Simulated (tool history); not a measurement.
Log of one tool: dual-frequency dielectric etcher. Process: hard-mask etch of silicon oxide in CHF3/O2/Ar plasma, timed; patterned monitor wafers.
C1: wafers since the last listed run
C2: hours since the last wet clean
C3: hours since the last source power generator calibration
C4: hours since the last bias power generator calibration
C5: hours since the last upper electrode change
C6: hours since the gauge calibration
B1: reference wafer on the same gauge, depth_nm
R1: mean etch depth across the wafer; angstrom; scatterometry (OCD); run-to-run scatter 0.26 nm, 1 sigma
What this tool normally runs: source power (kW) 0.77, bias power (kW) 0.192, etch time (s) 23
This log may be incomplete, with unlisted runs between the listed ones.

{"run": 1, "hour": 0.0, "source power (kW)": 0.77, "bias power (kW)": 0.192, "etch time (s)": 23, "C1": 0, "C2": 255.5, "C3": 33.3, "C4": 1466.2, "C5": 0.5, "C6": 457.9, "B1": 46.6, "R1": 514}
{"run": 2, "hour": 7.2, "source power (kW)": 0.82, "bias power (kW)": 0.192, "etch time (s)": 23, "C1": 69, "C2": 262.7, "C3": 40.5, "C4": 1473.4, "C5": 7.7, "C6": 465.1, "B1": 46.6, "R1": 528}
{"run": 3, "hour": 43.2, "source power (kW)": 0.68, "bias power (kW)": 0.156, "etch time (s)": 23, "C1": 349, "C2": 298.7, "C3": 76.5, "C4": 1509.4, "C5": 43.7, "C6": 501.1, "B1": 46.6, "R1": 458}
{"run": 4, "hour": 53.4, "source power (kW)": 0.68, "bias power (kW)": 0.156, "etch time (s)": 23, "C1": 99, "C2": 308.9, "C3": 86.7, "C4": 1519.6, "C5": 53.9, "C6": 511.3, "B1": 46.6, "R1": 458}
{"run": 5, "hour": 69.9, "source power (kW)": 0.82, "bias power (kW)": 0.169, "etch time (s)": 26, "C1": 160, "C2": 325.4, "C3": 103.2, "C4": 1536.1, "C5": 70.4, "C6": 527.8, "B1": 46.6, "R1": 571}
{"hour": 76.8, "done": "bias power generator calibrated"}
{"run": 6, "hour": 81.5, "source power (kW)": 0.62, "bias power (kW)": 0.153, "etch time (s)": 16.5, "C1": 73, "C2": 337, "C3": 114.8, "C4": 4.7, "C5": 82, "C6": 539.4, "B1": 46.6, "R1": 311}
{"run": 7, "hour": 93.0, "source power (kW)": 0.65, "bias power (kW)": 0.16, "etch time (s)": 23, "C1": 111, "C2": 348.5, "C3": 126.3, "C4": 16.2, "C5": 93.5, "C6": 550.9, "B1": 46.5, "R1": 449}
{"run": 8, "hour": 110.5, "source power (kW)": 0.77, "bias power (kW)": 0.192, "etch time (s)": 23, "C1": 170, "C2": 366, "C3": 143.8, "C4": 33.7, "C5": 111, "C6": 568.4, "B1": 46.6, "R1": 513}
{"run": 9, "hour": 122.8, "source power (kW)": 0.77, "bias power (kW)": 0.192, "etch time (s)": 23, "C1": 119, "C2": 378.3, "C3": 156.1, "C4": 46, "C5": 123.3, "C6": 580.7, "B1": 46.6, "R1": 512}
{"run": 10, "hour": 136.8, "source power (kW)": 0.61, "bias power (kW)": 0.17, "etch time (s)": 29.5, "C1": 136, "C2": 392.3, "C3": 170.1, "C4": 60, "C5": 137.3, "C6": 594.7, "B1": 46.6, "R1": 570}
{"run": 11, "hour": 151.3, "source power (kW)": 0.77, "bias power (kW)": 0.192, "etch time (s)": 23, "C1": 140, "C2": 406.8, "C3": 184.6, "C4": 74.5, "C5": 151.8, "C6": 609.2, "B1": 46.6, "R1": 514}
{"run": 12, "hour": 166.1, "source power (kW)": 0.77, "bias power (kW)": 0.192, "etch time (s)": 23, "C1": 143, "C2": 421.6, "C3": 199.4, "C4": 89.3, "C5": 166.6, "C6": 624, "B1": 46.6, "R1": 516}
{"run": 13, "hour": 177.6, "source power (kW)": 0.77, "bias power (kW)": 0.229, "etch time (s)": 23, "C1": 111, "C2": 433.1, "C3": 210.9, "C4": 100.8, "C5": 178.1, "C6": 635.5, "B1": 46.6, "R1": 549}
{"hour": 209.5, "done": "wet clean of the chamber"}
{"run": 14, "hour": 210.0, "source power (kW)": 0.85, "bias power (kW)": 0.178, "etch time (s)": 26, "C1": 81, "C2": 0.5, "C3": 243.3, "C4": 133.2, "C5": 210.5, "C6": 667.9, "B1": 46.6, "R1": 600}
{"run": 15, "hour": 210.3, "source power (kW)": 0.88, "bias power (kW)": 0.192, "etch time (s)": 23, "C1": 2, "C2": 0.8, "C3": 243.6, "C4": 133.5, "C5": 210.8, "C6": 668.2, "B1": 46.6, "R1": 554}
{"run": 16, "hour": 220.2, "source power (kW)": 0.59, "bias power (kW)": 0.169, "etch time (s)": 28.5, "C1": 96, "C2": 10.7, "C3": 253.5, "C4": 143.4, "C5": 220.7, "C6": 678.1, "B1": 46.6, "R1": 552}
{"hour": 231.6, "done": "gauge calibrated"}
{"run": 17, "hour": 235.2, "source power (kW)": 0.77, "bias power (kW)": 0.192, "etch time (s)": 23, "C1": 145, "C2": 25.7, "C3": 268.5, "C4": 158.4, "C5": 235.7, "C6": 3.6, "B1": 46.6, "R1": 520}
{"run": 18, "hour": 242.8, "source power (kW)": 0.77, "bias power (kW)": 0.225, "etch time (s)": 20.5, "C1": 73, "C2": 33.3, "C3": 276.1, "C4": 166, "C5": 243.3, "C6": 11.2, "B1": 46.6, "R1": 490}
{"run": 19, "hour": 253.8, "source power (kW)": 0.77, "bias power (kW)": 0.217, "etch time (s)": 29.5, "C1": 106, "C2": 44.3, "C3": 287.1, "C4": 177, "C5": 254.3, "C6": 22.2, "B1": 46.6, "R1": 695}
{"run": 20, "hour": 270.5, "source power (kW)": 0.59, "bias power (kW)": 0.192, "etch time (s)": 30, "C1": 162, "C2": 61, "C3": 303.8, "C4": 193.7, "C5": 271, "C6": 38.9, "B1": 46.6, "R1": 606}
{"run": 21, "hour": 280.4, "source power (kW)": 0.77, "bias power (kW)": 0.192, "etch time (s)": 24.5, "C1": 96, "C2": 70.9, "C3": 313.7, "C4": 203.6, "C5": 280.9, "C6": 48.8, "B1": 46.6, "R1": 552}
{"run": 22, "hour": 286.5, "source power (kW)": 0.77, "bias power (kW)": 0.192, "etch time (s)": 23, "C1": 59, "C2": 77, "C3": 319.8, "C4": 209.7, "C5": 287, "C6": 54.9, "B1": 46.6, "R1": 518}
{"run": 23, "hour": 301.1, "source power (kW)": 0.66, "bias power (kW)": 0.163, "etch time (s)": 26.5, "C1": 141, "C2": 91.6, "C3": 334.4, "C4": 224.3, "C5": 301.6, "C6": 69.5, "B1": 46.6, "R1": 530}
{"run": 24, "hour": 311.5, "source power (kW)": 0.6, "bias power (kW)": 0.18, "etch time (s)": 18, "C1": 101, "C2": 102, "C3": 344.8, "C4": 234.7, "C5": 312, "C6": 79.9, "B1": 46.6, "R1": 358}
{"run": 25, "hour": 324.8, "source power (kW)": 0.77, "bias power (kW)": 0.192, "etch time (s)": 23, "C1": 129, "C2": 115.3, "C3": 358.1, "C4": 248, "C5": 325.3, "C6": 93.2, "B1": 46.6, "R1": 517}
{"run": 26, "hour": 335.1, "source power (kW)": 0.68, "bias power (kW)": 0.156, "etch time (s)": 23, "C1": 100, "C2": 125.6, "C3": 368.4, "C4": 258.3, "C5": 335.6, "C6": 103.5, "B1": 46.6, "R1": 461}
{"run": 27, "hour": 347.7, "source power (kW)": 0.92, "bias power (kW)": 0.209, "etch time (s)": 25.5, "C1": 122, "C2": 138.2, "C3": 381, "C4": 270.9, "C5": 348.2, "C6": 116.1, "B1": 46.6, "R1": 639}
{"run": 28, "hour": 363.8, "source power (kW)": 0.91, "bias power (kW)": 0.192, "etch time (s)": 23, "C1": 156, "C2": 154.3, "C3": 397.1, "C4": 287, "C5": 364.3, "C6": 132.2, "B1": 46.6, "R1": 554}
{"run": 29, "hour": 379.3, "source power (kW)": 0.68, "bias power (kW)": 0.192, "etch time (s)": 25, "C1": 150, "C2": 169.8, "C3": 412.6, "C4": 302.5, "C5": 379.8, "C6": 147.7, "B1": 46.6, "R1": 538}

Each row is a separate what-if for the run after 29, all from the same tool condition, not one after another. Results?
{"run": "A", "hour": 379.7, "source power (kW)": 0.66, "bias power (kW)": 0.192, "etch time (s)": 23, "C1": 3, "C2": 170.2, "C3": 413, "C4": 302.9, "C5": 380.2, "C6": 148.1, "B1": "?", "R1": "?"}
{"run": "B", "hour": 379.7, "source power (kW)": 0.77, "bias power (kW)": 0.209, "etch time (s)": 16.5, "C1": 3, "C2": 170.2, "C3": 413, "C4": 302.9, "C5": 380.2, "C6": 148.1, "B1": "?", "R1": "?"}
{"run": "C", "hour": 379.7, "source power (kW)": 0.9, "bias power (kW)": 0.151, "etch time (s)": 17, "C1": 3, "C2": 170.2, "C3": 413, "C4": 302.9, "C5": 380.2, "C6": 148.1, "B1": "?", "R1": "?"}
{"run": "D", "hour": 379.7, "source power (kW)": 0.94, "bias power (kW)": 0.172, "etch time (s)": 18.5, "C1": 3, "C2": 170.2, "C3": 413, "C4": 302.9, "C5": 380.2, "C6": 148.1, "B1": "?", "R1": "?"}
{"run": "E", "hour": 379.7, "source power (kW)": 0.69, "bias power (kW)": 0.192, "etch time (s)": 23, "C1": 3, "C2": 170.2, "C3": 413, "C4": 302.9, "C5": 380.2, "C6": 148.1, "B1": "?", "R1": "?"}

run=A B1=46.6 R1=486
run=B B1=46.6 R1=383
run=C B1=46.6 R1=375
run=D B1=46.6 R1=434
run=E B1=46.6 R1=495
Without the tool's hidden state the same runs would have given:
run=A R1=491
run=B R1=386
run=C R1=379
run=D R1=438
run=E R1=500

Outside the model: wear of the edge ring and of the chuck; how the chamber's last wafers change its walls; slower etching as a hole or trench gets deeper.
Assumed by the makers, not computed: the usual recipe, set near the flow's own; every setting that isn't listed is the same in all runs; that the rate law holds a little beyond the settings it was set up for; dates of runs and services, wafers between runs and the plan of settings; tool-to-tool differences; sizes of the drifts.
